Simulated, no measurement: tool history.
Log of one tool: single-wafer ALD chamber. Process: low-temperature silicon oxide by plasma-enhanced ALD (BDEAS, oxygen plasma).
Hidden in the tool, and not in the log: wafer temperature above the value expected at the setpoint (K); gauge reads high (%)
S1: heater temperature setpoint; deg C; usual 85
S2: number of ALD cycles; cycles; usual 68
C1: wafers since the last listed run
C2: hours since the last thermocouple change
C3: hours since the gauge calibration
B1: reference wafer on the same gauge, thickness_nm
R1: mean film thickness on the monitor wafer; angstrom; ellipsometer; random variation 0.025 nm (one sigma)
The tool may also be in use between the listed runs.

run 1 hour=0.0 | S1=85 S2=68 | C1=0 C2=1188.1 C3=260.0 | B1=9.298 | R1=102.16
run 2 hour=35.1 | S1=85 S2=68 | C1=166 C2=1223.2 C3=295.1 | B1=9.299 | R1=102.20
run 3 hour=54.5 | S1=85 S2=68 | C1=91 C2=1242.6 C3=314.5 | B1=9.301 | R1=101.96
run 4 hour=83.7 | S1=74 S2=68 | C1=138 C2=1271.8 C3=343.7 | B1=9.303 | R1=105.01
run 5 hour=105.6 | S1=85 S2=68 | C1=103 C2=1293.7 C3=365.6 | B1=9.296 | R1=102.17
run 6 hour=131.2 | S1=85 S2=68 | C1=121 C2=1319.3 C3=391.2 | B1=9.302 | R1=102.38
run 7 hour=146.2 | S1=85 S2=68 | C1=71 C2=1334.3 C3=406.2 | B1=9.304 | R1=102.73
run 8 hour=180.3 | S1=85 S2=68 | C1=161 C2=1368.4 C3=440.3 | B1=9.299 | R1=101.53
run 9 hour=210.8 | S1=85 S2=68 | C1=144 C2=1398.9 C3=470.8 | B1=9.298 | R1=102.13
run 10 hour=245.6 | S1=85 S2=63 | C1=164 C2=1433.7 C3=505.6 | B1=9.301 | R1=94.53
run 11 hour=278.5 | S1=85 S2=63 | C1=155 C2=1466.6 C3=538.5 | B1=9.297 | R1=94.99
run 12 hour=300.5 | S1=85 S2=68 | C1=104 C2=1488.6 C3=560.5 | B1=9.302 | R1=102.36
run 13 hour=317.0 | S1=85 S2=68 | C1=78 C2=1505.1 C3=577.0 | B1=9.300 | R1=102.28
run 14 hour=334.2 | S1=85 S2=68 | C1=81 C2=1522.3 C3=594.2 | B1=9.298 | R1=102.12
-- hour=346.3 thermocouple changed; heater temperature recalibrated
run 15 hour=362.8 | S1=94 S2=73 | C1=97 C2=16.5 C3=622.8 | B1=9.305 | R1=107.68
run 16 hour=391.0 | S1=93 S2=56 | C1=133 C2=44.7 C3=651.0 | B1=9.301 | R1=83.23
run 17 hour=415.4 | S1=85 S2=68 | C1=115 C2=69.1 C3=675.4 | B1=9.303 | R1=103.44
run 18 hour=427.6 | S1=85 S2=68 | C1=57 C2=81.3 C3=687.6 | B1=9.298 | R1=103.05
-- hour=434.7 gauge calibrated
-- hour=461.2 thermocouple changed; heater temperature recalibrated, repeated, since the last time left the tool worse
run 19 hour=463.3 | S1=92 S2=62 | C1=131 C2=2.1 C3=28.6 | B1=9.304 | R1=89.61
run 20 hour=492.9 | S1=75 S2=76 | C1=140 C2=31.7 C3=58.2 | B1=9.299 | R1=115.79
run 21 hour=525.5 | S1=71 S2=68 | C1=154 C2=64.3 C3=90.8 | B1=9.300 | R1=105.33
run 22 hour=556.1 | S1=93 S2=61 | C1=145 C2=94.9 C3=121.4 | B1=9.292 | R1=88.24
run 23 hour=585.4 | S1=94 S2=64 | C1=138 C2=124.2 C3=150.7 | B1=9.301 | R1=92.19
run 24 hour=613.3 | S1=85 S2=55 | C1=132 C2=152.1 C3=178.6 | B1=9.298 | R1=81.71
run 25 hour=632.9 | S1=99 S2=68 | C1=92 C2=171.7 C3=198.2 | B1=9.298 | R1=97.11
run 26 hour=649.4 | S1=94 S2=60 | C1=78 C2=188.2 C3=214.7 | B1=9.296 | R1=86.84
run 27 hour=668.6 | S1=85 S2=78 | C1=90 C2=207.4 C3=233.9 | B1=9.298 | R1=115.59

3 ways to go on from here, each from the tool as it stands after run 27. What would each give?
run A hour=669.1 | S1=85 S2=68 | C1=2 C2=207.9 C3=234.4 | B1=? | R1=?
run B hour=669.1 | S1=71 S2=63 | C1=2 C2=207.9 C3=234.4 | B1=? | R1=?
run C hour=669.1 | S1=80 S2=74 | C1=2 C2=207.9 C3=234.4 | B1=? | R1=?

run=A B1=9.301 R1=100.94
run=B B1=9.301 R1=97.47
run=C B1=9.301 R1=111.51
Without the tool's hidden state the same runs would have given:
run=A R1=100.91
run=B R1=97.43
run=C R1=111.47

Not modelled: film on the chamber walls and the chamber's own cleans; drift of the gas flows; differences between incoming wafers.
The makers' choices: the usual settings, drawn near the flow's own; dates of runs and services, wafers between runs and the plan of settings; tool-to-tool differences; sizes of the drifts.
